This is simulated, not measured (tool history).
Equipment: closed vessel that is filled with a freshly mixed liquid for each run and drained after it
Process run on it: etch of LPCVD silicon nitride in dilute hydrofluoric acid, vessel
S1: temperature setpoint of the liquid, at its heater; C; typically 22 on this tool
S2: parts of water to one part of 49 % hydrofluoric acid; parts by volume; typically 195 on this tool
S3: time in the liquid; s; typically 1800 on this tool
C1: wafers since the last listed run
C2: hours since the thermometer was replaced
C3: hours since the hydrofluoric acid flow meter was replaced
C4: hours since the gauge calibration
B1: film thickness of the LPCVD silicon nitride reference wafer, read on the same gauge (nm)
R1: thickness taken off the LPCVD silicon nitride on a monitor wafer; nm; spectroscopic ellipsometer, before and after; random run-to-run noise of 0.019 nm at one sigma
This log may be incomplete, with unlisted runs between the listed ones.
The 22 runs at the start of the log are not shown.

| run | hour | S1 | S2 | S3 | C1 | C2 | C3 | C4 | B1 | R1 |
|---|---|---|---|---|---|---|---|---|---|---|
| 23 | 1968.9 | 22 | 195 | 1800 | 3548 | 643.7 | 1163.4 | 3550.9 | 130.003 | 3.319 |
| 24 | 2059.9 | 24.5 | 195 | 1800 | 4553 | 734.7 | 1254.4 | 3641.9 | 129.996 | 3.866 |
|  | 2096.8 | gauge calibrated |
| 25 | 2163.9 | 18.5 | 195 | 1800 | 5204 | 838.7 | 1358.4 | 67.1 | 129.971 | 2.64 |
| 26 | 2265.6 | 26 | 230 | 1800 | 5089 | 940.4 | 1460.1 | 168.8 | 130.021 | 3.611 |
| 27 | 2305.2 | 19.5 | 265 | 1800 | 1981 | 980 | 1499.7 | 208.4 | 129.953 | 2.09 |
| 28 | 2369.6 | 22 | 195 | 1800 | 3222 | 1044.4 | 1564.1 | 272.8 | 130.016 | 3.316 |
|  | 2409.5 | thermometer replaced |
| 29 | 2450.6 | 24.5 | 250 | 1800 | 4003 | 41.1 | 1645.1 | 353.8 | 130.016 | 3.045 |
|  | 2508.4 | hydrofluoric acid flow meter replaced |
| 30 | 2551.2 | 24 | 195 | 2575 | 4984 | 141.7 | 42.8 | 454.4 | 129.986 | 5.389 |
| 31 | 2788.3 | 24.5 | 130 | 2125 | 11865 | 378.8 | 279.9 | 691.5 | 129.955 | 6.834 |
| 32 | 2830.1 | 22 | 135 | 1800 | 2091 | 420.6 | 321.7 | 733.3 | 130.023 | 4.757 |
| 33 | 3059.7 | 22 | 240 | 1475 | 11489 | 650.2 | 551.3 | 962.9 | 130.001 | 2.211 |

Here are 3 independent what-if runs from the current tool condition. What would each one return?
| A | 3060.8 | 22 | 195 | 1800 | 55 | 651.3 | 552.4 | 964 | ? | ? |
| B | 3060.8 | 23.5 | 195 | 2160 | 55 | 651.3 | 552.4 | 964 | ? | ? |
| C | 3060.8 | 18.5 | 100 | 930 | 55 | 651.3 | 552.4 | 964 | ? | ? |

| run | B1 | R1 |
|---|---|---|
| A | 130.043 | 3.299 |
| B | 130.043 | 4.358 |
| C | 130.043 | 2.588 |
Stripped of hidden state, with their random variation kept, the same runs would have yielded:
| run | R1 |
|---|---|
| A | 3.299 |
| B | 4.358 |
| C | 2.588 |

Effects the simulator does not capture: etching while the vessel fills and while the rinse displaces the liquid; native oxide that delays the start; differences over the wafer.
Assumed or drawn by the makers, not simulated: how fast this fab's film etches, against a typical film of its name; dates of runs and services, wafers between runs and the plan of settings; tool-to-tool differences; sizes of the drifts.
